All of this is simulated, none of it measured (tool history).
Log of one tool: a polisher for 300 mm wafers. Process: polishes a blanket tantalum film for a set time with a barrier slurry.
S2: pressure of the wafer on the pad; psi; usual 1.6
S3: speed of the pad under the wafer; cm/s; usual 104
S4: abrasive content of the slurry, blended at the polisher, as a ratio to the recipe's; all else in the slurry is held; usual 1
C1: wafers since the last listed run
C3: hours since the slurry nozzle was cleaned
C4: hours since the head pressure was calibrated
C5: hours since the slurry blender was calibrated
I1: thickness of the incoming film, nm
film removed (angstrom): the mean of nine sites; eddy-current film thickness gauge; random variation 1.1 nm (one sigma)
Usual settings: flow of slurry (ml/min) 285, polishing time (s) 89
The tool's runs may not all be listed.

Run 1, hour 0: usual settings but flow of slurry (ml/min) 240; C1 0; wafers polished on this pad 503; C3 56.1; C4 736.4; C5 101.7; I1 416.8. Result: film removed (angstrom) 1246.
At hour 20.2: slurry blender recalibrated.
Run 2, hour 33.1: usual settings but flow of slurry (ml/min) 240; C1 318; wafers polished on this pad 821; C3 89.2; C4 769.5; C5 12.9; I1 421.6. Result: film removed (angstrom) 1239.
At hour 67.8: worn pad replaced by a new one.
Run 3, hour 68.3: usual settings but flow of slurry (ml/min) 240; C1 319; wafers polished on this pad 5; C3 124.4; C4 804.7; C5 48.1; I1 424.4. Result: film removed (angstrom) 1263.
Run 4, hour 125.8: usual settings; C1 588; wafers polished on this pad 593; C3 181.9; C4 862.2; C5 105.6; I1 412.6. Result: film removed (angstrom) 1293.
At hour 160.8: slurry blender recalibrated.
At hour 186.9: worn pad replaced by a new one.
Run 5, hour 188.4: usual settings; C1 578; wafers polished on this pad 15; C3 244.5; C4 924.8; C5 27.6; I1 421.4. Result: film removed (angstrom) 1298.
Run 6, hour 257.1: usual settings; C1 702; wafers polished on this pad 718; C3 313.2; C4 993.5; C5 96.3; I1 426. Result: film removed (angstrom) 1296.
At hour 298.1: slurry blender recalibrated.
At hour 308.7: worn pad replaced by a new one.
Run 7, hour 313: usual settings; C1 510; wafers polished on this pad 43; C3 369.1; C4 1049.4; C5 14.9; I1 425.2. Result: film removed (angstrom) 1308.
Run 8, hour 383.3: usual settings; C1 718; wafers polished on this pad 762; C3 439.4; C4 1119.7; C5 85.2; I1 420.7. Result: film removed (angstrom) 1356.
At hour 395.8: head pressure recalibrated.
At hour 429.7: slurry nozzle cleaned.
Run 9, hour 430.2: usual settings but S2 1.4 psi, S4 1.2, polishing time (s) 70; C1 448; wafers polished on this pad 1211; C3 0.5; C4 34.4; C5 132.1; I1 423.5. Result: film removed (angstrom) 897.
At hour 440.1: slurry blender recalibrated.
At hour 444.2: worn pad replaced by a new one.
Run 10, hour 456.6: usual settings but flow of slurry (ml/min) 380, S4 0.7; C1 208; wafers polished on this pad 127; C3 26.9; C4 60.8; C5 16.5; I1 426.6. Result: film removed (angstrom) 1148.
Run 11, hour 499.1: usual settings but flow of slurry (ml/min) 375, S4 1.15, polishing time (s) 103; C1 434; wafers polished on this pad 561; C3 69.4; C4 103.3; C5 59; I1 424.5. Result: film removed (angstrom) 1497.
Run 12, hour 533.1: usual settings but S2 1.2 psi, S3 88 cm/s, S4 0.85, polishing time (s) 110; C1 347; wafers polished on this pad 909; C3 103.4; C4 137.3; C5 93; I1 413.9. Result: film removed (angstrom) 983.
At hour 579.5: slurry blender recalibrated.
Run 13, hour 580: usual settings but polishing time (s) 81; C1 459; wafers polished on this pad 1368; C3 150.3; C4 184.2; C5 0.5; I1 428.7. Result: film removed (angstrom) 1127.
At hour 587.1: worn pad replaced by a new one.
Run 14, hour 638.2: usual settings but flow of slurry (ml/min) 240; C1 554; wafers polished on this pad 522; C3 208.5; C4 242.4; C5 58.7; I1 415.2. Result: film removed (angstrom) 1215.
Run 15, hour 675: usual settings but S2 1.9 psi, S3 90 cm/s; C1 376; wafers polished on this pad 898; C3 245.3; C4 279.2; C5 95.5; I1 420.3. Result: film removed (angstrom) 1211.

The tool's hidden state at each run:
removal rate lost through wear of the pad, %: 0 in every run
slurry flow missing at the pad, %: 0 in every run
abrasive missing from the slurry, %: 0 in every run
H1: deviation of the head's pressure from its setpoint, %
run     H1
  1   5.54
  2   5.97
  3   6.44
  4   7.25
  5    8.2
  6   9.32
  7   10.3
  8   11.6
  9  0.916
 10  0.938
 11  0.997
 12   1.07
 13   1.19
 14    1.4
 15   1.57
